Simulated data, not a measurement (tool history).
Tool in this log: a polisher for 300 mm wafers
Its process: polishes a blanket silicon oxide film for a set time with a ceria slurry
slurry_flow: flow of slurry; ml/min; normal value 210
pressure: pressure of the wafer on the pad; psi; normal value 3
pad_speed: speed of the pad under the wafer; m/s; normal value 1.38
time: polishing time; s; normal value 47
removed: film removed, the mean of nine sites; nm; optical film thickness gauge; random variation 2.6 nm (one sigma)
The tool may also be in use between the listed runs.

run	hour	slurry_flow	pressure	pad_speed	time	wafers since the last listed run	wafers polished on this pad	hours since the slurry nozzle was cleaned	hours since the head pressure was calibrated	incoming thickness of the incoming film, nm	removed
1	0	210	3	1.38	47	0	136	225.8	539.1	980.2	299.2
2	15.7	210	3	1.38	47	88	224	241.5	554.8	982.9	297
3	23.5	210	3	1.38	47	44	269	249.3	562.6	984.8	297.7
4	32.6	210	3	1.38	47	51	320	258.4	571.7	988	296.8
# hour 43.8: slurry nozzle cleaned
5	46.6	210	3	1.38	47	73	393	2.8	585.7	992.8	307.4
6	57.3	210	3	1.38	47	60	454	13.5	596.4	982.7	311.5
7	71.5	210	3	1.38	47	80	534	27.7	610.6	968.9	309.2
8	84.4	210	3	1.38	47	72	607	40.6	623.5	988.2	307
9	90.9	210	3	1.38	47	36	644	47.1	630	977.8	307.5
10	107.1	210	3	1.38	47	91	736	63.3	646.2	987.3	306
11	115.1	210	3	1.38	47	45	781	71.3	654.2	977.1	305.1
12	127.9	180	3	1.38	47	72	853	84.1	667	988.3	297
13	139.6	180	3	1.38	47	66	919	95.8	678.7	976.8	296.8
14	148.2	180	3	1.38	47	48	968	104.4	687.3	978.8	295.6
15	154.8	210	3	1.38	47	37	1005	111	693.9	985.3	300.8
# hour 166.7: worn pad replaced by a new one
16	169.1	210	2.3	1.38	47	58	13	125.3	708.2	982.7	258
# hour 180: head pressure recalibrated
17	185.9	210	3	1.38	47	83	97	142.1	5.9	990.3	296
18	192.9	210	3	1.38	47	39	136	149.1	12.9	966	299.4
19	207.5	210	3	1.38	55	82	219	163.7	27.5	965.5	348.3
20	217.1	240	3.7	1.56	47	54	273	173.3	37.1	981.2	390.9
21	225.9	160	3.6	1.38	59	49	323	182.1	45.9	974.1	399.2
22	234.2	230	3.7	1.76	62	46	370	190.4	54.2	977.8	577.8
23	242.5	210	3.9	1.7	33	46	417	198.7	62.5	988	302.4
24	249.9	285	2.7	1.68	47	41	459	206.1	69.9	970.2	349.9
# hour 261: slurry nozzle cleaned
25	261.5	210	3	1.38	47	59	519	0.5	81.5	980.5	311.1
26	274.8	185	3.8	1.38	51	75	594	13.8	94.8	971.6	377.8
27	292.8	235	2.6	1.78	47	101	696	31.8	112.8	988.1	363.7
28	299.7	145	2.6	1.38	47	39	735	38.7	119.7	982	270
29	310.5	210	3	1.6	47	61	796	49.5	130.5	972.9	349.9
30	326.1	210	2.3	1.86	38	88	884	65.1	146.1	962.8	281.5
31	337.2	145	3.3	1.7	57	62	947	76.2	157.2	989.8	451.5
32	344.9	175	3.8	1.38	47	43	990	83.9	164.9	979.3	343
33	351.3	210	3	1.38	47	36	1026	90.3	171.3	977.7	305.3

List, for all runs, the conditions of the tool that the log does not record:
removal rate lost through wear of the pad, %: 0 on each run
deviation of the head's pressure from its setpoint, %: 0 on each run
H1: slurry flow missing at the pad, %
run	H1
1	26.9
2	27.2
3	27.3
4	27.4
5	1.72
6	4.96
7	8.63
8	11.4
9	12.7
10	15.4
11	16.6
12	18.2
13	19.4
14	20.3
15	20.8
16	21.9
17	23
18	23.3
19	24
20	24.4
21	24.7
22	25
23	25.2
24	25.4
25	1.79
26	5.87
27	10.4
28	11.9
29	14
30	16.5
31	18
32	19
33	19.7
